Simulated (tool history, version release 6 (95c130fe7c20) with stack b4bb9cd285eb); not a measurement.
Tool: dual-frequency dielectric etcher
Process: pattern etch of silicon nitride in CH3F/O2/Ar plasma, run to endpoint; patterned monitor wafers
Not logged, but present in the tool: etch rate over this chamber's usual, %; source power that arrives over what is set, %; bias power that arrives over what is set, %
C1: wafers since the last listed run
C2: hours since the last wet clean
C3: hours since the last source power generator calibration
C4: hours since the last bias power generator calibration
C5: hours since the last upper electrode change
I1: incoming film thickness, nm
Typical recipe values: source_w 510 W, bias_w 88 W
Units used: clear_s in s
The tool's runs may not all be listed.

run 1 hour=0.0 | source_w=510 bias_w=97 | C1=0 C2=516.0 C3=2216.6 C4=2089.1 C5=3417.0 | I1=43.50 | clear_s=49.8
-- hour=12.6 wet clean of the chamber
run 2 hour=48.7 | source_w=450 bias_w=82 | C1=433 C2=36.1 C3=2265.3 C4=2137.8 C5=3465.7 | I1=43.53 | clear_s=58.6
run 3 hour=100.4 | source_w=510 bias_w=88 | C1=620 C2=87.8 C3=2317.0 C4=2189.5 C5=3517.4 | I1=43.43 | clear_s=52.3
run 4 hour=192.0 | source_w=510 bias_w=88 | C1=1099 C2=179.4 C3=2408.6 C4=2281.1 C5=3609.0 | I1=43.13 | clear_s=51.1
run 5 hour=280.6 | source_w=580 bias_w=77 | C1=1063 C2=268.0 C3=2497.2 C4=2369.7 C5=3697.6 | I1=43.66 | clear_s=50.5
run 6 hour=324.5 | source_w=580 bias_w=77 | C1=526 C2=311.9 C3=2541.1 C4=2413.6 C5=3741.5 | I1=43.70 | clear_s=50.5
run 7 hour=430.5 | source_w=580 bias_w=77 | C1=1272 C2=417.9 C3=2647.1 C4=2519.6 C5=3847.5 | I1=43.45 | clear_s=49.7
run 8 hour=500.8 | source_w=510 bias_w=72 | C1=843 C2=488.2 C3=2717.4 C4=2589.9 C5=3917.8 | I1=43.39 | clear_s=55.7
-- hour=544.0 wet clean of the chamber
run 9 hour=587.3 | source_w=510 bias_w=72 | C1=750 C2=43.3 C3=2803.9 C4=2676.4 C5=4004.3 | I1=43.46 | clear_s=53.2
-- hour=602.9 bias power generator calibrated
run 10 hour=636.1 | source_w=510 bias_w=81 | C1=537 C2=92.1 C3=2852.7 C4=33.2 C5=4053.1 | I1=42.83 | clear_s=50.3
-- hour=754.8 wet clean of the chamber, repeated, since the last time left the tool worse
run 11 hour=865.6 | source_w=410 bias_w=99 | C1=2466 C2=110.8 C3=3082.2 C4=262.7 C5=4282.6 | I1=44.12 | clear_s=59.2
run 12 hour=924.0 | source_w=630 bias_w=94 | C1=700 C2=169.2 C3=3140.6 C4=321.1 C5=4341.0 | I1=43.27 | clear_s=45.2
run 13 hour=1001.2 | source_w=610 bias_w=70 | C1=926 C2=246.4 C3=3217.8 C4=398.3 C5=4418.2 | I1=43.28 | clear_s=51.7

Run 14, settings as shown, results not yet in. Your forecast:
run 14 hour=1094.7 | source_w=450 bias_w=82 | C1=1122 C2=339.9 C3=3311.3 C4=491.8 C5=4511.7 | I1=43.74 | clear_s=?

{"run 14": {"clear_s": 57.8}}
With the hidden condition absent and the run-to-run variation left alone, this run would have shown clear_s 58.8 s.

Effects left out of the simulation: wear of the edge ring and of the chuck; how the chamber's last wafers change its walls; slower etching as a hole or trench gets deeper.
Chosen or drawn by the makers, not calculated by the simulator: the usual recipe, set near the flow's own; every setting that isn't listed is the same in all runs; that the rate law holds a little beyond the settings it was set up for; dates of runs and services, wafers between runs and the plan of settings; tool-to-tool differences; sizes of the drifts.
